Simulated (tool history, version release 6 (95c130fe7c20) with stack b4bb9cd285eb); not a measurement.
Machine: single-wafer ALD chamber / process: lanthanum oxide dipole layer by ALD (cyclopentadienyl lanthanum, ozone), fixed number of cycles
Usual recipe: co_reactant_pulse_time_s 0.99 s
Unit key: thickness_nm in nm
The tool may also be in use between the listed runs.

run,hour,co_reactant_pulse_time_s,"read-back reference wafer on the same gauge, thickness_nm",thickness_nm
1,0,0.99,0.572,0.46
2,10.9,0.99,0.572,0.458
3,44.7,0.99,0.572,0.458
4,62.4,0.99,0.572,0.46
# hour 80.8: showerhead replaced
5,81.3,0.68,0.573,0.348
6,84.2,0.68,0.572,0.348
7,96,0.68,0.572,0.348
8,110.9,0.99,0.572,0.457
# hour 129.7: thermocouple changed; heater temperature recalibrated
# hour 137.3: ozone generator serviced
9,137.8,1.27,0.572,0.544
# hour 139: gauge calibrated
10,140,0.66,0.572,0.391
11,158.9,1.24,0.572,0.542
12,168.6,0.99,0.572,0.502
13,180.4,0.85,0.572,0.464

What will run 14 give?
14,192.7,0.65,?,?

read-back reference wafer on the same gauge, thickness_nm: 0.572
thickness_nm: 0.386 nm
If the tool had no hidden condition, the same run with the same run-to-run variation would have returned thickness_nm 0.395 nm.
